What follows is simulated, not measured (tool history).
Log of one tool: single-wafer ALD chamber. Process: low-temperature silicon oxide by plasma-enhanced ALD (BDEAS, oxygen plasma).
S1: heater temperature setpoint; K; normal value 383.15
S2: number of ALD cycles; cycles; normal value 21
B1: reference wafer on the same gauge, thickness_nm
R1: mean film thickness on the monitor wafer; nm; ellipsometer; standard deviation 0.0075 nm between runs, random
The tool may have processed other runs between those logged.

run 1 hour=0.0 | S1=383.15 S2=21 | B1=3.153 | R1=3.012
run 2 hour=29.5 | S1=383.15 S2=21 | B1=3.156 | R1=2.995
run 3 hour=54.3 | S1=383.15 S2=21 | B1=3.154 | R1=2.998
run 4 hour=84.6 | S1=383.15 S2=22 | B1=3.158 | R1=3.151
run 5 hour=102.6 | S1=378.15 S2=21 | B1=3.153 | R1=3.040
run 6 hour=137.4 | S1=378.15 S2=21 | B1=3.159 | R1=3.041
run 7 hour=161.7 | S1=378.15 S2=21 | B1=3.158 | R1=3.029
run 8 hour=184.3 | S1=383.15 S2=21 | B1=3.160 | R1=3.009
run 9 hour=277.8 | S1=383.15 S2=21 | B1=3.162 | R1=3.017
run 10 hour=309.8 | S1=383.15 S2=21 | B1=3.167 | R1=3.014
run 11 hour=337.7 | S1=383.15 S2=21 | B1=3.164 | R1=3.006
run 12 hour=367.8 | S1=391.15 S2=21 | B1=3.167 | R1=2.954
run 13 hour=398.1 | S1=390.15 S2=21 | B1=3.169 | R1=2.955
run 14 hour=412.6 | S1=390.15 S2=21 | B1=3.171 | R1=2.961
run 15 hour=431.1 | S1=383.15 S2=21 | B1=3.168 | R1=3.019
run 16 hour=463.8 | S1=383.15 S2=21 | B1=3.175 | R1=3.012
run 17 hour=529.0 | S1=383.15 S2=21 | B1=3.176 | R1=3.022
run 18 hour=547.9 | S1=378.15 S2=21 | B1=3.176 | R1=3.044
run 19 hour=562.7 | S1=383.15 S2=23 | B1=3.176 | R1=3.289
run 20 hour=585.2 | S1=378.15 S2=21 | B1=3.176 | R1=3.048
run 21 hour=604.0 | S1=383.15 S2=21 | B1=3.178 | R1=3.013
run 22 hour=634.3 | S1=372.15 S2=19 | B1=3.179 | R1=2.795
run 23 hour=656.4 | S1=393.15 S2=25 | B1=3.179 | R1=3.535
run 24 hour=683.2 | S1=393.15 S2=23 | B1=3.182 | R1=3.247
run 25 hour=696.2 | S1=383.15 S2=21 | B1=3.181 | R1=3.015
-- hour=717.1 thermocouple changed; heater temperature recalibrated
run 26 hour=721.7 | S1=393.15 S2=17 | B1=3.184 | R1=2.410
run 27 hour=745.9 | S1=383.15 S2=19 | B1=3.182 | R1=2.748
-- hour=764.2 gauge calibrated
run 28 hour=840.6 | S1=383.15 S2=24 | B1=3.152 | R1=3.427
run 29 hour=870.6 | S1=396.15 S2=21 | B1=3.149 | R1=2.916
run 30 hour=884.9 | S1=375.15 S2=25 | B1=3.154 | R1=3.632
run 31 hour=904.0 | S1=388.15 S2=21 | B1=3.153 | R1=2.959
run 32 hour=938.4 | S1=383.15 S2=21 | B1=3.151 | R1=3.005
run 33 hour=956.9 | S1=373.15 S2=17 | B1=3.157 | R1=2.486
run 34 hour=987.6 | S1=393.15 S2=20 | B1=3.157 | R1=2.804

Here are 5 independent what-if runs from the current tool condition. What would each one return?
run A hour=988.0 | S1=383.15 S2=21 | B1=? | R1=?
run B hour=988.0 | S1=376.15 S2=18 | B1=? | R1=?
run C hour=988.0 | S1=376.15 S2=23 | B1=? | R1=?
run D hour=988.0 | S1=376.15 S2=21 | B1=? | R1=?
run E hour=988.0 | S1=388.15 S2=19 | B1=? | R1=?

run=A B1=3.153 R1=3.000
run=B B1=3.153 R1=2.607
run=C B1=3.153 R1=3.331
run=D B1=3.153 R1=3.041
run=E B1=3.153 R1=2.688
What these runs would have given with no unlogged condition in the tool:
run=A R1=2.994
run=B R1=2.601
run=C R1=3.323
run=D R1=3.034
run=E R1=2.682
